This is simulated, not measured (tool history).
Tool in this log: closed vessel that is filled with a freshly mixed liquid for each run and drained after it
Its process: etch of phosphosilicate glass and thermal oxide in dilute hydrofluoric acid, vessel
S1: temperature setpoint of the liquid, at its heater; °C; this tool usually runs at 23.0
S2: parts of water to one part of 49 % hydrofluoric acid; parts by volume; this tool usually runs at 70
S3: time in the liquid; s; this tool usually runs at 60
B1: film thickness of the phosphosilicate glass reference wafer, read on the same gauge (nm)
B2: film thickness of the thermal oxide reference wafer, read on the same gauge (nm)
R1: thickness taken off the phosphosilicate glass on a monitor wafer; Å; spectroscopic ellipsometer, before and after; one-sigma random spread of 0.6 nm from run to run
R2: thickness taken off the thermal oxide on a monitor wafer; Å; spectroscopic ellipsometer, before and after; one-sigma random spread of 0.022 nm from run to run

run   hour    S1   S2  S3      B1       B2      R1      R2
  1    0.0  23.0   70  60  129.99  130.038  1902.5   39.39
  2    9.4  23.0   70  60  130.01  130.012  1924.5   39.45
      18.5  -- gauge calibrated
  3   18.6  23.0  100  95  130.02  130.020  2059.0   42.39
  4   25.4  23.0   70  60  130.00  129.985  1916.7   39.08
  5   34.3  23.0   70  60  129.99  130.001  1912.6   39.16
  6   46.8  23.0   70  80  130.01  130.005  2552.1   53.24
  7   56.5  23.0   35  60  130.00  129.973  4013.7   83.08
      71.2  -- hydrofluoric acid flow meter replaced
  8   74.7  25.5   55  85  129.99  130.018  4135.6   85.59
  9   84.9  20.5   70  60  129.99  129.950  1828.1   38.01
 10   99.3  25.5   45  70  130.02  129.996  4221.9   86.87
 11  112.1  23.0   70  60  129.97  129.984  2020.3   41.78
 12  126.8  23.0   70  60  130.00  130.022  2039.3   41.72
 13  142.8  26.5   70  40  130.01  129.972  1573.9   32.10
 14  159.1  23.0   70  60  130.02  130.032  2043.2   41.92
 15  171.2  26.5   60  40  129.99  129.996  1851.4   38.15
     179.6  -- hydrofluoric acid flow meter replaced, repeated, since the last time left the tool worse
 16  180.1  21.0   70  40  129.95  130.003  1112.8   22.95
 17  191.0  23.0   70  80  130.02  129.986  2432.3   49.94
 18  198.7  26.5   90  85  129.97  130.016  2233.5   45.74
 19  214.4  25.0   35  75  130.01  130.014  5149.2  106.81
 20  229.6  25.5   50  30  130.01  130.007  1439.3   30.08
 21  236.8  23.0   70  60  130.00  130.009  1818.7   37.36
 22  252.4  25.0  105  75  130.01  130.015  1582.6   32.84
 23  264.9  23.0  105  50  130.00  130.031   975.2   19.85
 24  281.4  23.0   70  60  129.99  129.997  1814.1   37.44
 25  291.8  23.0   70  60  129.99  130.021  1822.8   37.18

How would selected steps in R1 from run to run divide? Give the signed amount a tool lacking its hidden state would still show from settings, what came in and random variation, and the signed amount left for the hidden state, including any gauge scatter that is not in both of the compared results.
Hidden state present: liquid hotter than its thermometer reads (K); hydrofluoric acid flow above the setpoint (%); gauge reads high (%).
Run 8 -> 9: S1 25.5 -> 20.5, S2 55 -> 70, S3 85 -> 60. R1 -2307.5 Å: hidden state -268.9, all else -2038.6.
Run 9 -> 10: S1 20.5 -> 25.5, S2 70 -> 45, S3 60 -> 70. R1 +2393.8 Å: hidden state +276.6, all else +2117.2.
Run 18 -> 19: S1 26.5 -> 25.0, S2 90 -> 35, S3 85 -> 75. R1 +2915.7 Å: hidden state +40.2, all else +2875.5.
Run 19 -> 20: S1 25.0 -> 25.5, S2 35 -> 50, S3 75 -> 30. R1 -3709.9 Å: hidden state -51.2, all else -3658.7.

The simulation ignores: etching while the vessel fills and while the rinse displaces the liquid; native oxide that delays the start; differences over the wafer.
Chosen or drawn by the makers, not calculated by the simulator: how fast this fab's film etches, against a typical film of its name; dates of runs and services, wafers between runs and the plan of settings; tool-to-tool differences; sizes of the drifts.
